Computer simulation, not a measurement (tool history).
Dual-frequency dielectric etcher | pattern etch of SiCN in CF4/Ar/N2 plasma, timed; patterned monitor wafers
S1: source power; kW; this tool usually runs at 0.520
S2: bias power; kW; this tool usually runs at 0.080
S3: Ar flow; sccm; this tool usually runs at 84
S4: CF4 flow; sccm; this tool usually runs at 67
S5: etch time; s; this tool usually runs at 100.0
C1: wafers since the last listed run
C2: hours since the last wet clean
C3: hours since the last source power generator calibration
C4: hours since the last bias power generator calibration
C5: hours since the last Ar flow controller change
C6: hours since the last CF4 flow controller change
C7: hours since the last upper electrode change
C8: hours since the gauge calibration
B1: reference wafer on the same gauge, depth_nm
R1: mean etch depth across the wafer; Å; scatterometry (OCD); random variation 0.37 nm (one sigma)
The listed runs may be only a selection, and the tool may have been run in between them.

run	hour	S1	S2	S3	S4	S5	C1	C2	C3	C4	C5	C6	C7	C8	B1	R1
1	0.0	0.520	0.080	84	67	100.0	0	298.3	72.0	3259.8	5280.7	2467.3	2487.2	454.6	114.0	1112
# hour 32.9: upper electrode replaced, of another model than before
2	33.4	0.520	0.080	84	67	81.5	51	331.7	105.4	3293.2	5314.1	2500.7	0.5	488.0	114.0	913
# hour 58.8: wet clean of the chamber
3	59.3	0.520	0.080	84	67	100.0	10	0.5	131.3	3319.1	5340.0	2526.6	26.4	513.9	113.9	1122
4	69.1	0.520	0.080	84	67	100.0	53	10.3	141.1	3328.9	5349.8	2536.4	36.2	523.7	114.0	1120
5	103.7	0.520	0.094	84	67	100.0	187	44.9	175.7	3363.5	5384.4	2571.0	70.8	558.3	113.9	1161
6	120.2	0.520	0.080	70	67	100.0	89	61.4	192.2	3380.0	5400.9	2587.5	87.3	574.8	113.9	1166
7	143.4	0.520	0.080	84	67	100.0	126	84.6	215.4	3403.2	5424.1	2610.7	110.5	598.0	114.0	1125
8	157.9	0.520	0.080	84	53	100.0	78	99.1	229.9	3417.7	5438.6	2625.2	125.0	612.5	114.0	1097
# hour 186.5: Ar flow controller replaced
# hour 191.6: gauge calibrated
# hour 239.1: CF4 flow controller replaced
9	246.3	0.520	0.080	84	73	100.0	415	187.5	318.3	3506.1	59.8	7.2	213.4	54.7	114.0	1137
10	340.6	0.520	0.080	84	67	100.0	512	281.8	412.6	3600.4	154.1	101.5	307.7	149.0	113.9	1141
11	370.7	0.520	0.098	69	55	74.0	163	311.9	442.7	3630.5	184.2	131.6	337.8	179.1	114.0	898
# hour 381.0: bias power generator calibrated
12	386.2	0.640	0.080	84	67	100.0	62	327.4	458.2	5.2	199.7	147.1	353.3	194.6	114.0	1508
# hour 418.1: wet clean of the chamber
13	418.6	0.520	0.080	84	67	100.0	45	0.5	490.6	37.6	232.1	179.5	385.7	227.0	114.1	1143
14	426.5	0.630	0.080	84	67	100.0	42	8.4	498.5	45.5	240.0	187.4	393.6	234.9	114.1	1484
15	452.8	0.520	0.080	84	56	100.0	142	34.7	524.8	71.8	266.3	213.7	419.9	261.2	114.0	1116
16	476.3	0.520	0.080	84	67	100.0	127	58.2	548.3	95.3	289.8	237.2	443.4	284.7	114.1	1144
17	488.9	0.410	0.080	72	54	81.0	68	70.8	560.9	107.9	302.4	249.8	456.0	297.3	114.0	633
18	518.6	0.520	0.080	98	67	100.0	161	100.5	590.6	137.6	332.1	279.5	485.7	327.0	113.9	1110
19	553.4	0.520	0.073	84	67	100.0	189	135.3	625.4	172.4	366.9	314.3	520.5	361.8	114.0	1111
20	566.7	0.520	0.080	71	67	100.0	72	148.6	638.7	185.7	380.2	327.6	533.8	375.1	113.9	1181
21	598.5	0.460	0.087	84	80	100.0	172	180.4	670.5	217.5	412.0	359.4	565.6	406.9	114.0	986
22	623.1	0.460	0.080	84	67	100.0	133	205.0	695.1	242.1	436.6	384.0	590.2	431.5	113.9	946

Each row is a separate what-if for the run after 22, all from the same tool condition, not one after another. Results?
A	623.5	0.520	0.089	84	67	100.0	2	205.4	695.5	242.5	437.0	384.4	590.6	431.9	?	?
B	623.5	0.520	0.080	93	67	100.0	2	205.4	695.5	242.5	437.0	384.4	590.6	431.9	?	?
C	623.5	0.430	0.099	69	60	100.0	2	205.4	695.5	242.5	437.0	384.4	590.6	431.9	?	?

run	B1	R1
A	113.9	1174
B	113.9	1122
C	113.9	918
Stripped of hidden state, with their random variation kept, the same runs would have yielded:
run	R1
A	1140
B	1090
C	892

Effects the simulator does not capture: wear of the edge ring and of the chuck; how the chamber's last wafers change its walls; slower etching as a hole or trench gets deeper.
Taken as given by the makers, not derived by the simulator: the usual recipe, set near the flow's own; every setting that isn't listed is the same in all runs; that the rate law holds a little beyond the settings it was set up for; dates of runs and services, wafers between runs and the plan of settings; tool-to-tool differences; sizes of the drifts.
